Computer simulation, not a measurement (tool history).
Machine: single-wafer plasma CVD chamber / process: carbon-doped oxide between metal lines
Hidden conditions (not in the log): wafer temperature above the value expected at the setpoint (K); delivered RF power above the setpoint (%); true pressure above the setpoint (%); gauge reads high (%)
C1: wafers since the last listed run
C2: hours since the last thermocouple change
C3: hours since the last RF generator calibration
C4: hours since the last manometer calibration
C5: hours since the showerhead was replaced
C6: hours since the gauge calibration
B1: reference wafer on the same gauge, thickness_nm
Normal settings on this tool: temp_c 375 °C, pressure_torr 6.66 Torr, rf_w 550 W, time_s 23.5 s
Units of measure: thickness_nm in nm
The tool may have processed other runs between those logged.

Run 1, day 0.000: usual settings but time_s 24.7 s; C1 0; C2 814.9; C3 663.1; C4 2770.2; C5 4.4; C6 233.9; B1 109.035. Result: thickness_nm 129.526 nm.
At day 0.442: thermocouple changed; heater temperature recalibrated.
Run 2, day 0.550: usual settings but time_s 24.7 s; C1 76; C2 2.6; C3 676.3; C4 2783.4; C5 17.6; C6 247.1; B1 108.966. Result: thickness_nm 130.875 nm.
Run 3, day 1.050: usual settings but pressure_torr 7.13 Torr, time_s 25.1 s; C1 175; C2 14.6; C3 688.3; C4 2795.4; C5 29.6; C6 259.1; B1 108.961. Result: thickness_nm 133.965 nm.
Run 4, day 1.571: usual settings but pressure_torr 7.13 Torr, time_s 25.1 s; C1 182; C2 27.1; C3 700.8; C4 2807.9; C5 42.1; C6 271.6; B1 108.988. Result: thickness_nm 133.858 nm.
Run 5, day 2.288: usual settings but temp_c 386 °C; C1 251; C2 44.3; C3 718.0; C4 2825.1; C5 59.3; C6 288.8; B1 109.023. Result: thickness_nm 121.895 nm.
Run 6, day 2.662: usual settings but temp_c 386 °C; C1 131; C2 53.3; C3 727.0; C4 2834.1; C5 68.3; C6 297.8; B1 108.989. Result: thickness_nm 121.949 nm.
Run 7, day 3.154: usual settings; C1 172; C2 65.1; C3 738.8; C4 2845.9; C5 80.1; C6 309.6; B1 108.999. Result: thickness_nm 124.769 nm.
Run 8, day 3.708: usual settings but temp_c 380 °C, time_s 19.0 s; C1 194; C2 78.4; C3 752.1; C4 2859.2; C5 93.4; C6 322.9; B1 108.961. Result: thickness_nm 100.136 nm.
Run 9, day 4.408: usual settings; C1 245; C2 95.2; C3 768.9; C4 2876.0; C5 110.2; C6 339.7; B1 109.011. Result: thickness_nm 124.221 nm.
Run 10, day 4.671: usual settings but pressure_torr 5.17 Torr, rf_w 650 W; C1 92; C2 101.5; C3 775.2; C4 2882.3; C5 116.5; C6 346.0; B1 109.043. Result: thickness_nm 127.538 nm.
At day 5.367: capacitance manometer re-zeroed and calibrated.
Run 11, day 5.388: usual settings but temp_c 385 °C, pressure_torr 5.15 Torr, time_s 27.9 s; C1 134; C2 118.7; C3 792.4; C4 0.5; C5 133.7; C6 363.2; B1 109.010. Result: thickness_nm 135.883 nm.
At day 5.967: RF generator calibrated.
Run 12, day 5.988: usual settings; C1 93; C2 133.1; C3 0.5; C4 14.9; C5 148.1; C6 377.6; B1 108.950. Result: thickness_nm 125.420 nm.
Run 13, day 6.217: usual settings but time_s 25.8 s; C1 80; C2 138.6; C3 6.0; C4 20.4; C5 153.6; C6 383.1; B1 108.972. Result: thickness_nm 137.502 nm.
Run 14, day 6.692: usual settings but pressure_torr 5.88 Torr; C1 166; C2 150.0; C3 17.4; C4 31.8; C5 165.0; C6 394.5; B1 108.994. Result: thickness_nm 122.756 nm.
Run 15, day 7.167: usual settings but temp_c 369 °C, rf_w 515 W; C1 166; C2 161.4; C3 28.8; C4 43.2; C5 176.4; C6 405.9; B1 109.004. Result: thickness_nm 122.973 nm.
Run 16, day 7.892: usual settings but temp_c 361 °C, pressure_torr 7.26 Torr, time_s 19.8 s; C1 254; C2 178.8; C3 46.2; C4 60.6; C5 193.8; C6 423.3; B1 108.984. Result: thickness_nm 110.607 nm.
Run 17, day 8.321: usual settings but temp_c 363 °C, pressure_torr 7.91 Torr, rf_w 610 W, time_s 21.8 s; C1 150; C2 189.1; C3 56.5; C4 70.9; C5 204.1; C6 433.6; B1 108.971. Result: thickness_nm 128.373 nm.
Run 18, day 8.700: usual settings but time_s 24.8 s; C1 133; C2 198.2; C3 65.6; C4 80.0; C5 213.2; C6 442.7; B1 108.949. Result: thickness_nm 131.675 nm.
At day 8.821: gauge calibrated.
Run 19, day 9.121: usual settings; C1 147; C2 208.3; C3 75.7; C4 90.1; C5 223.3; C6 7.2; B1 108.987. Result: thickness_nm 125.250 nm.
Run 20, day 10.929: usual settings but temp_c 383 °C, pressure_torr 8.13 Torr; C1 634; C2 251.7; C3 119.1; C4 133.5; C5 266.7; C6 50.6; B1 109.000. Result: thickness_nm 125.279 nm.
Run 21, day 11.375: usual settings but temp_c 384 °C, pressure_torr 7.59 Torr; C1 156; C2 262.4; C3 129.8; C4 144.2; C5 277.4; C6 61.3; B1 109.021. Result: thickness_nm 124.376 nm.
Run 22, day 12.058: usual settings; C1 239; C2 278.8; C3 146.2; C4 160.6; C5 293.8; C6 77.7; B1 108.966. Result: thickness_nm 124.778 nm.
Run 23, day 12.575: usual settings but pressure_torr 5.17 Torr, rf_w 650 W; C1 181; C2 291.2; C3 158.6; C4 173.0; C5 306.2; C6 90.1; B1 109.007. Result: thickness_nm 127.805 nm.
Run 24, day 13.288: usual settings but temp_c 386 °C; C1 250; C2 308.3; C3 175.7; C4 190.1; C5 323.3; C6 107.2; B1 109.002. Result: thickness_nm 122.104 nm.
Run 25, day 13.842: usual settings; C1 194; C2 321.6; C3 189.0; C4 203.4; C5 336.6; C6 120.5; B1 108.954. Result: thickness_nm 124.865 nm.
Run 26, day 14.279: usual settings but pressure_torr 5.95 Torr, time_s 22.2 s; C1 153; C2 332.1; C3 199.5; C4 213.9; C5 347.1; C6 131.0; B1 108.990. Result: thickness_nm 115.640 nm.
Run 27, day 14.875: usual settings but temp_c 386 °C, pressure_torr 6.19 Torr, rf_w 605 W, time_s 27.5 s; C1 209; C2 346.4; C3 213.8; C4 228.2; C5 361.4; C6 145.3; B1 109.030. Result: thickness_nm 147.373 nm.
Run 28, day 15.588: usual settings but temp_c 369 °C, pressure_torr 5.91 Torr, time_s 19.6 s; C1 250; C2 363.5; C3 230.9; C4 245.3; C5 378.5; C6 162.4; B1 108.970. Result: thickness_nm 103.385 nm.

Alternative continuations, all from the tool just after run 28; predict every row:
Run A, day 15.604: usual settings but pressure_torr 5.69 Torr; C1 5; C2 363.9; C3 231.3; C4 245.7; C5 378.9; C6 162.8; B1 ?. Result: thickness_nm ?.
Run B, day 15.604: usual settings but temp_c 360 °C, pressure_torr 5.46 Torr, time_s 28.2 s; C1 5; C2 363.9; C3 231.3; C4 245.7; C5 378.9; C6 162.8; B1 ?. Result: thickness_nm ?.
Run C, day 15.604: usual settings but rf_w 630 W; C1 5; C2 363.9; C3 231.3; C4 245.7; C5 378.9; C6 162.8; B1 ?. Result: thickness_nm ?.
Run D, day 15.604: usual settings but pressure_torr 8.27 Torr, rf_w 490 W; C1 5; C2 363.9; C3 231.3; C4 245.7; C5 378.9; C6 162.8; B1 ?. Result: thickness_nm ?.

run       B1  thickness_nm
  A  109.030       120.686
  B  109.030       147.825
  C  109.030       133.511
  D  109.030       119.967
Stripped of hidden state, with their random variation kept, the same runs would have yielded:
run  thickness_nm
  A       122.398
  B       150.131
  C       135.391
  D       121.676
